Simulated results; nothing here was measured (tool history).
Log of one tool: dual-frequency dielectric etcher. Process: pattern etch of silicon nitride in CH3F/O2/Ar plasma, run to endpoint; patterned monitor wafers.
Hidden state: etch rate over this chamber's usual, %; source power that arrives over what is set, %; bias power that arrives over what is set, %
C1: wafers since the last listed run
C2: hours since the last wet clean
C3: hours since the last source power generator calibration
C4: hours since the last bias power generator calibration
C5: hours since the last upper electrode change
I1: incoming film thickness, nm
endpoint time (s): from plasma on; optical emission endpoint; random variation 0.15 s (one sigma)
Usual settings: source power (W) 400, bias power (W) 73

run 1 day=0 | source_power_(W)=330 bias_power_(W)=64 | C1=0 C2=228.7 C3=1706.6 C4=2730.8 C5=2524.1 | I1=35.61 | endpoint_time_(s)=56.4
run 2 day=1.142 | source_power_(W)=400 bias_power_(W)=73 | C1=362 C2=256.1 C3=1734 C4=2758.2 C5=2551.5 | I1=35.76 | endpoint_time_(s)=51.1
run 3 day=3.596 | source_power_(W)=400 bias_power_(W)=69 | C1=778 C2=315 C3=1792.9 C4=2817.1 C5=2610.4 | I1=35.91 | endpoint_time_(s)=52.6
run 4 day=5.196 | source_power_(W)=400 bias_power_(W)=69 | C1=507 C2=353.4 C3=1831.3 C4=2855.5 C5=2648.8 | I1=36.1 | endpoint_time_(s)=52.5
run 5 day=6.417 | source_power_(W)=400 bias_power_(W)=69 | C1=387 C2=382.7 C3=1860.6 C4=2884.8 C5=2678.1 | I1=35.94 | endpoint_time_(s)=52.7
run 6 day=7.658 | source_power_(W)=400 bias_power_(W)=73 | C1=393 C2=412.5 C3=1890.4 C4=2914.6 C5=2707.9 | I1=35.31 | endpoint_time_(s)=50.7
run 7 day=10.404 | source_power_(W)=400 bias_power_(W)=73 | C1=870 C2=478.4 C3=1956.3 C4=2980.5 C5=2773.8 | I1=35.78 | endpoint_time_(s)=51.2
-- day=11.854 bias power generator calibrated
run 8 day=12.617 | source_power_(W)=400 bias_power_(W)=73 | C1=648 C2=531.5 C3=2009.4 C4=18.3 C5=2826.9 | I1=36.02 | endpoint_time_(s)=50.9
-- day=14.462 wet clean of the chamber
run 9 day=15.525 | source_power_(W)=400 bias_power_(W)=73 | C1=605 C2=25.5 C3=2079.2 C4=88.1 C5=2896.7 | I1=35.88 | endpoint_time_(s)=50.6
run 10 day=17.958 | source_power_(W)=400 bias_power_(W)=73 | C1=771 C2=83.9 C3=2137.6 C4=146.5 C5=2955.1 | I1=35.48 | endpoint_time_(s)=50.1
run 11 day=24.012 | source_power_(W)=400 bias_power_(W)=73 | C1=1920 C2=229.2 C3=2282.9 C4=291.8 C5=3100.4 | I1=35.58 | endpoint_time_(s)=49.9
run 12 day=26.575 | source_power_(W)=400 bias_power_(W)=73 | C1=812 C2=290.7 C3=2344.4 C4=353.3 C5=3161.9 | I1=35.63 | endpoint_time_(s)=50.2
run 13 day=28.021 | source_power_(W)=360 bias_power_(W)=66 | C1=458 C2=325.4 C3=2379.1 C4=388 C5=3196.6 | I1=35.73 | endpoint_time_(s)=53.8
run 14 day=30.025 | source_power_(W)=360 bias_power_(W)=73 | C1=635 C2=373.5 C3=2427.2 C4=436.1 C5=3244.7 | I1=35.97 | endpoint_time_(s)=52.6
-- day=31.454 upper electrode replaced
run 15 day=31.475 | source_power_(W)=490 bias_power_(W)=56 | C1=142 C2=408.3 C3=2462 C4=470.9 C5=0.5 | I1=35.73 | endpoint_time_(s)=51.2
run 16 day=32.7 | source_power_(W)=400 bias_power_(W)=61 | C1=388 C2=437.7 C3=2491.4 C4=500.3 C5=29.9 | I1=35.28 | endpoint_time_(s)=52.4
run 17 day=33.896 | source_power_(W)=400 bias_power_(W)=73 | C1=379 C2=466.4 C3=2520.1 C4=529 C5=58.6 | I1=35.99 | endpoint_time_(s)=50.8
-- day=35.867 wet clean of the chamber
run 18 day=35.888 | source_power_(W)=400 bias_power_(W)=79 | C1=314 C2=0.5 C3=2567.9 C4=576.8 C5=106.4 | I1=36.03 | endpoint_time_(s)=49.6
run 19 day=37.421 | source_power_(W)=330 bias_power_(W)=80 | C1=486 C2=37.3 C3=2604.7 C4=613.6 C5=143.2 | I1=35.52 | endpoint_time_(s)=51.6
run 20 day=40.25 | source_power_(W)=310 bias_power_(W)=84 | C1=897 C2=105.2 C3=2672.6 C4=681.5 C5=211.1 | I1=35.76 | endpoint_time_(s)=52.2
run 21 day=43.192 | source_power_(W)=400 bias_power_(W)=73 | C1=933 C2=175.8 C3=2743.2 C4=752.1 C5=281.7 | I1=35.82 | endpoint_time_(s)=50.7
run 22 day=45.971 | source_power_(W)=430 bias_power_(W)=82 | C1=881 C2=242.5 C3=2809.9 C4=818.8 C5=348.4 | I1=35.67 | endpoint_time_(s)=47.6
-- day=51.171 source power generator calibrated
run 23 day=51.808 | source_power_(W)=400 bias_power_(W)=79 | C1=1798 C2=382.6 C3=15.3 C4=958.9 C5=488.5 | I1=36.2 | endpoint_time_(s)=49.1
run 24 day=53.175 | source_power_(W)=400 bias_power_(W)=86 | C1=433 C2=415.4 C3=48.1 C4=991.7 C5=521.3 | I1=35.51 | endpoint_time_(s)=47.2
run 25 day=54.583 | source_power_(W)=490 bias_power_(W)=87 | C1=446 C2=449.2 C3=81.9 C4=1025.5 C5=555.1 | I1=35.91 | endpoint_time_(s)=44.5
run 26 day=55.742 | source_power_(W)=330 bias_power_(W)=56 | C1=367 C2=477 C3=109.7 C4=1053.3 C5=582.9 | I1=35.7 | endpoint_time_(s)=57.2
-- day=57.229 wet clean of the chamber
run 27 day=58.571 | source_power_(W)=490 bias_power_(W)=90 | C1=580 C2=32.2 C3=177.6 C4=1121.2 C5=650.8 | I1=35.88 | endpoint_time_(s)=43.8
run 28 day=59.746 | source_power_(W)=440 bias_power_(W)=64 | C1=372 C2=60.4 C3=205.8 C4=1149.4 C5=679 | I1=35.96 | endpoint_time_(s)=50.6
run 29 day=66.792 | source_power_(W)=400 bias_power_(W)=86 | C1=2234 C2=229.5 C3=374.9 C4=1318.5 C5=848.1 | I1=35.63 | endpoint_time_(s)=47.1
run 30 day=68.471 | source_power_(W)=320 bias_power_(W)=81 | C1=532 C2=269.8 C3=415.2 C4=1358.8 C5=888.4 | I1=35.31 | endpoint_time_(s)=51
run 31 day=69.879 | source_power_(W)=450 bias_power_(W)=83 | C1=446 C2=303.6 C3=449 C4=1392.6 C5=922.2 | I1=35.82 | endpoint_time_(s)=46.4
run 32 day=72.004 | source_power_(W)=400 bias_power_(W)=73 | C1=673 C2=354.6 C3=500 C4=1443.6 C5=973.2 | I1=36.06 | endpoint_time_(s)=50.7
run 33 day=73.238 | source_power_(W)=400 bias_power_(W)=73 | C1=391 C2=384.2 C3=529.6 C4=1473.2 C5=1002.8 | I1=35.19 | endpoint_time_(s)=49.2
-- day=76.838 wet clean of the chamber
run 34 day=79.683 | source_power_(W)=400 bias_power_(W)=73 | C1=1727 C2=68.3 C3=684.3 C4=1627.9 C5=1157.5 | I1=36.06 | endpoint_time_(s)=50.9

Forecast each of these 5 alternatives for the next run:
run A day=79.7 | source_power_(W)=400 bias_power_(W)=80 | C1=5 C2=68.7 C3=684.7 C4=1628.3 C5=1157.9 | I1=35.48 | endpoint_time_(s)=?
run B day=79.7 | source_power_(W)=480 bias_power_(W)=63 | C1=5 C2=68.7 C3=684.7 C4=1628.3 C5=1157.9 | I1=35.48 | endpoint_time_(s)=?
run C day=79.7 | source_power_(W)=350 bias_power_(W)=91 | C1=5 C2=68.7 C3=684.7 C4=1628.3 C5=1157.9 | I1=35.48 | endpoint_time_(s)=?
run D day=79.7 | source_power_(W)=490 bias_power_(W)=65 | C1=5 C2=68.7 C3=684.7 C4=1628.3 C5=1157.9 | I1=35.48 | endpoint_time_(s)=?
run E day=79.7 | source_power_(W)=490 bias_power_(W)=73 | C1=5 C2=68.7 C3=684.7 C4=1628.3 C5=1157.9 | I1=35.48 | endpoint_time_(s)=?

run=A endpoint_time_(s)=48.5
run=B endpoint_time_(s)=49.3
run=C endpoint_time_(s)=48.3
run=D endpoint_time_(s)=48.5
run=E endpoint_time_(s)=46.8
Without the tool's hidden state the same runs would have given:
run=A endpoint_time_(s)=47.9
run=B endpoint_time_(s)=48.7
run=C endpoint_time_(s)=47.7
run=D endpoint_time_(s)=47.9
run=E endpoint_time_(s)=46.3

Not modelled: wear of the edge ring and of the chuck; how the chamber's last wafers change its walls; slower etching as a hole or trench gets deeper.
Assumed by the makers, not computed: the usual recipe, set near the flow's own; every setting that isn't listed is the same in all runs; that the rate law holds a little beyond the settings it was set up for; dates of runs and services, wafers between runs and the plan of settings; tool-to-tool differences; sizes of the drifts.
